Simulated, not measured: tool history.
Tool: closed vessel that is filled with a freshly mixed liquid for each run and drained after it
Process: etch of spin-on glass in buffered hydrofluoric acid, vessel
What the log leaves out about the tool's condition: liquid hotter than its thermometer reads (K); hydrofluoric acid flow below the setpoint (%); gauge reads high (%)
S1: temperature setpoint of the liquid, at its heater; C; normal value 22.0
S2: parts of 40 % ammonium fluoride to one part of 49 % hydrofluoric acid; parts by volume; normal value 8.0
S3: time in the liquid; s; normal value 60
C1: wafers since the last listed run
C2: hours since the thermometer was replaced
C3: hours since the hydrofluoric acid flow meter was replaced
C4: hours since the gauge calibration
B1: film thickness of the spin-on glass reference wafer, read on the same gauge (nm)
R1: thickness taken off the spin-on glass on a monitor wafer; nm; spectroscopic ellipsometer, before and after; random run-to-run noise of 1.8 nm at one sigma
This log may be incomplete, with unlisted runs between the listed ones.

run	hour	S1	S2	S3	C1	C2	C3	C4	B1	R1
1	0.0	20.0	8.0	80	0	1233.9	266.5	1748.5	39.99	304.70
2	51.6	20.0	8.0	80	6504	1285.5	318.1	1800.1	39.94	299.76
3	135.1	22.0	8.0	60	10525	1369.0	401.6	1883.6	40.02	246.90
4	197.0	22.0	8.0	60	7802	1430.9	463.5	1945.5	40.05	249.37
5	240.2	22.0	8.0	60	5445	1474.1	506.7	1988.7	40.04	246.25
6	291.5	23.5	8.0	60	6466	1525.4	558.0	2040.0	39.99	268.39
7	390.6	22.0	8.0	60	12491	1624.5	657.1	2139.1	40.02	247.86
8	459.9	22.0	8.0	60	8735	1693.8	726.4	2208.4	40.01	246.19
# hour 532.9: hydrofluoric acid flow meter replaced
9	533.4	22.0	8.0	60	9138	1767.3	0.5	2281.9	40.01	257.36
10	606.2	22.0	9.5	60	9176	1840.1	73.3	2354.7	40.04	219.79
# hour 606.3: gauge calibrated
11	895.7	20.5	8.0	60	36491	2129.6	362.8	289.4	39.99	234.13
12	941.5	22.0	8.0	45	5773	2175.4	408.6	335.2	40.00	189.46
13	1025.7	22.0	8.0	60	10613	2259.6	492.8	419.4	39.99	251.71
14	1117.4	19.5	8.0	80	11558	2351.3	584.5	511.1	40.01	292.55
15	1171.6	25.5	5.0	60	6831	2405.5	638.7	565.3	40.02	470.49
16	1266.0	20.5	8.0	30	11899	2499.9	733.1	659.7	39.98	115.18
# hour 1379.9: thermometer replaced
# hour 1392.3: hydrofluoric acid flow meter replaced
17	1510.2	22.0	8.0	60	30529	130.3	117.9	903.9	39.98	252.32
18	1570.6	20.5	8.0	95	7613	190.7	178.3	964.3	39.99	364.78
19	1623.8	20.5	7.0	30	6705	243.9	231.5	1017.5	40.00	132.09
20	1718.6	19.0	8.0	60	11949	338.7	326.3	1112.3	39.97	210.08
21	1812.4	18.5	9.0	30	11823	432.5	420.1	1206.1	39.99	90.31
22	1878.7	19.0	8.0	60	8357	498.8	486.4	1272.4	40.02	208.94
23	1976.9	22.0	8.0	60	12378	597.0	584.6	1370.6	40.01	245.58
24	2033.4	22.0	6.5	45	7121	653.5	641.1	1427.1	39.95	225.84
# hour 2060.2: hydrofluoric acid flow meter replaced
25	2076.4	25.0	6.5	90	5294	696.5	16.2	1470.1	40.01	559.30
26	2130.6	22.0	5.5	70	6831	750.7	70.4	1524.3	40.01	423.97
27	2423.3	18.0	9.0	40	36895	1043.4	363.1	1817.0	40.01	118.53
28	2506.4	22.0	8.0	35	10474	1126.5	446.2	1900.1	40.01	145.65
29	2736.4	22.0	8.0	60	28991	1356.5	676.2	2130.1	40.03	244.91
# hour 2740.0: gauge calibrated
30	2787.9	22.0	8.0	60	6491	1408.0	727.7	47.9	40.00	245.12

Run 31 is up next; what results do you expect?
# hour 2855.4: hydrofluoric acid flow meter replaced
31	2859.7	22.0	8.0	60	8924	1479.8	4.3	119.7	?	?

B1: 40.00
R1: 260.96 nm
With the hidden condition absent and the run-to-run variation left alone, this run would have shown R1 256.67 nm.
